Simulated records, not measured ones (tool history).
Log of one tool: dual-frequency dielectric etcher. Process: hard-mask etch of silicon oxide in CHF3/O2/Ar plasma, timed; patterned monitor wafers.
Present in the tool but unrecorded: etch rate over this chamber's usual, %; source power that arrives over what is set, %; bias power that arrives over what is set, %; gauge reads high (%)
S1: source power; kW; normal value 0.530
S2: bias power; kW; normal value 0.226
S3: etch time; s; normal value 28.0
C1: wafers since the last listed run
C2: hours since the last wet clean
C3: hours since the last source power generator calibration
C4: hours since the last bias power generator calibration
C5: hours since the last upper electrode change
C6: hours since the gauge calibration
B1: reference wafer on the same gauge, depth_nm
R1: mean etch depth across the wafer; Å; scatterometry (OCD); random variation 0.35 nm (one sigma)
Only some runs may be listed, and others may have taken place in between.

{"run": 1, "hour": 0.0, "S1": 0.53, "S2": 0.191, "S3": 28.0, "C1": 0, "C2": 111.9, "C3": 595.3, "C4": 3670.5, "C5": 3863.4, "C6": 196.7, "B1": 53.7, "R1": 554}
{"run": 2, "hour": 64.9, "S1": 0.53, "S2": 0.191, "S3": 28.0, "C1": 520, "C2": 176.8, "C3": 660.2, "C4": 3735.4, "C5": 3928.3, "C6": 261.6, "B1": 53.6, "R1": 544}
{"run": 3, "hour": 149.5, "S1": 0.53, "S2": 0.191, "S3": 28.0, "C1": 679, "C2": 261.4, "C3": 744.8, "C4": 3820.0, "C5": 4012.9, "C6": 346.2, "B1": 53.8, "R1": 541}
{"run": 4, "hour": 234.5, "S1": 0.53, "S2": 0.226, "S3": 28.0, "C1": 682, "C2": 346.4, "C3": 829.8, "C4": 3905.0, "C5": 4097.9, "C6": 431.2, "B1": 53.7, "R1": 554}
{"hour": 297.1, "done": "wet clean of the chamber"}
{"run": 5, "hour": 302.2, "S1": 0.53, "S2": 0.226, "S3": 28.0, "C1": 350, "C2": 5.1, "C3": 897.5, "C4": 3972.7, "C5": 4165.6, "C6": 498.9, "B1": 53.8, "R1": 578}
{"run": 6, "hour": 382.5, "S1": 0.53, "S2": 0.226, "S3": 28.0, "C1": 644, "C2": 85.4, "C3": 977.8, "C4": 4053.0, "C5": 4245.9, "C6": 579.2, "B1": 53.7, "R1": 574}
{"run": 7, "hour": 480.6, "S1": 0.5, "S2": 0.226, "S3": 28.0, "C1": 787, "C2": 183.5, "C3": 1075.9, "C4": 4151.1, "C5": 4344.0, "C6": 677.3, "B1": 53.7, "R1": 559}
{"run": 8, "hour": 559.9, "S1": 0.47, "S2": 0.262, "S3": 31.5, "C1": 636, "C2": 262.8, "C3": 1155.2, "C4": 4230.4, "C5": 4423.3, "C6": 756.6, "B1": 53.9, "R1": 644}
{"hour": 600.1, "done": "bias power generator calibrated"}
{"hour": 609.2, "done": "wet clean of the chamber"}
{"run": 9, "hour": 809.9, "S1": 0.53, "S2": 0.226, "S3": 28.0, "C1": 1902, "C2": 200.7, "C3": 1405.2, "C4": 209.8, "C5": 4673.3, "C6": 1006.6, "B1": 53.7, "R1": 558}
{"hour": 820.6, "done": "gauge calibrated"}
{"hour": 870.0, "done": "source power generator calibrated"}
{"run": 10, "hour": 915.3, "S1": 0.53, "S2": 0.226, "S3": 28.0, "C1": 813, "C2": 306.1, "C3": 45.3, "C4": 315.2, "C5": 4778.7, "C6": 94.7, "B1": 53.9, "R1": 555}
{"hour": 985.6, "done": "wet clean of the chamber"}
{"run": 11, "hour": 1014.5, "S1": 0.53, "S2": 0.226, "S3": 20.0, "C1": 603, "C2": 28.9, "C3": 144.5, "C4": 414.4, "C5": 4877.9, "C6": 193.9, "B1": 53.9, "R1": 416}
{"hour": 1067.3, "done": "upper electrode replaced"}
{"run": 12, "hour": 1092.0, "S1": 0.53, "S2": 0.187, "S3": 23.5, "C1": 429, "C2": 106.4, "C3": 222.0, "C4": 491.9, "C5": 24.7, "C6": 271.4, "B1": 53.7, "R1": 454}
{"run": 13, "hour": 1199.4, "S1": 0.53, "S2": 0.186, "S3": 28.0, "C1": 862, "C2": 213.8, "C3": 329.4, "C4": 599.3, "C5": 132.1, "C6": 378.8, "B1": 53.8, "R1": 532}
{"hour": 1304.3, "done": "wet clean of the chamber"}
{"run": 14, "hour": 1304.8, "S1": 0.42, "S2": 0.173, "S3": 31.5, "C1": 653, "C2": 0.5, "C3": 434.8, "C4": 704.7, "C5": 237.5, "C6": 484.2, "B1": 53.8, "R1": 569}
{"run": 15, "hour": 1352.8, "S1": 0.53, "S2": 0.21, "S3": 28.0, "C1": 385, "C2": 48.5, "C3": 482.8, "C4": 752.7, "C5": 285.5, "C6": 532.2, "B1": 53.8, "R1": 563}

5 ways to go on from here, each from the tool as it stands after run 15. What would each give?
{"run": "A", "hour": 1353.2, "S1": 0.53, "S2": 0.226, "S3": 32.5, "C1": 3, "C2": 48.9, "C3": 483.2, "C4": 753.1, "C5": 285.9, "C6": 532.6, "B1": "?", "R1": "?"}
{"run": "B", "hour": 1353.2, "S1": 0.53, "S2": 0.264, "S3": 28.0, "C1": 3, "C2": 48.9, "C3": 483.2, "C4": 753.1, "C5": 285.9, "C6": 532.6, "B1": "?", "R1": "?"}
{"run": "C", "hour": 1353.2, "S1": 0.6, "S2": 0.226, "S3": 28.0, "C1": 3, "C2": 48.9, "C3": 483.2, "C4": 753.1, "C5": 285.9, "C6": 532.6, "B1": "?", "R1": "?"}
{"run": "D", "hour": 1353.2, "S1": 0.53, "S2": 0.226, "S3": 22.5, "C1": 3, "C2": 48.9, "C3": 483.2, "C4": 753.1, "C5": 285.9, "C6": 532.6, "B1": "?", "R1": "?"}
{"run": "E", "hour": 1353.2, "S1": 0.53, "S2": 0.226, "S3": 25.0, "C1": 3, "C2": 48.9, "C3": 483.2, "C4": 753.1, "C5": 285.9, "C6": 532.6, "B1": "?", "R1": "?"}

run=A B1=53.7 R1=670
run=B B1=53.7 R1=602
run=C B1=53.7 R1=598
run=D B1=53.7 R1=464
run=E B1=53.7 R1=515
Stripped of hidden state, with their random variation kept, the same runs would have yielded:
run=A R1=678
run=B R1=609
run=C R1=605
run=D R1=469
run=E R1=521

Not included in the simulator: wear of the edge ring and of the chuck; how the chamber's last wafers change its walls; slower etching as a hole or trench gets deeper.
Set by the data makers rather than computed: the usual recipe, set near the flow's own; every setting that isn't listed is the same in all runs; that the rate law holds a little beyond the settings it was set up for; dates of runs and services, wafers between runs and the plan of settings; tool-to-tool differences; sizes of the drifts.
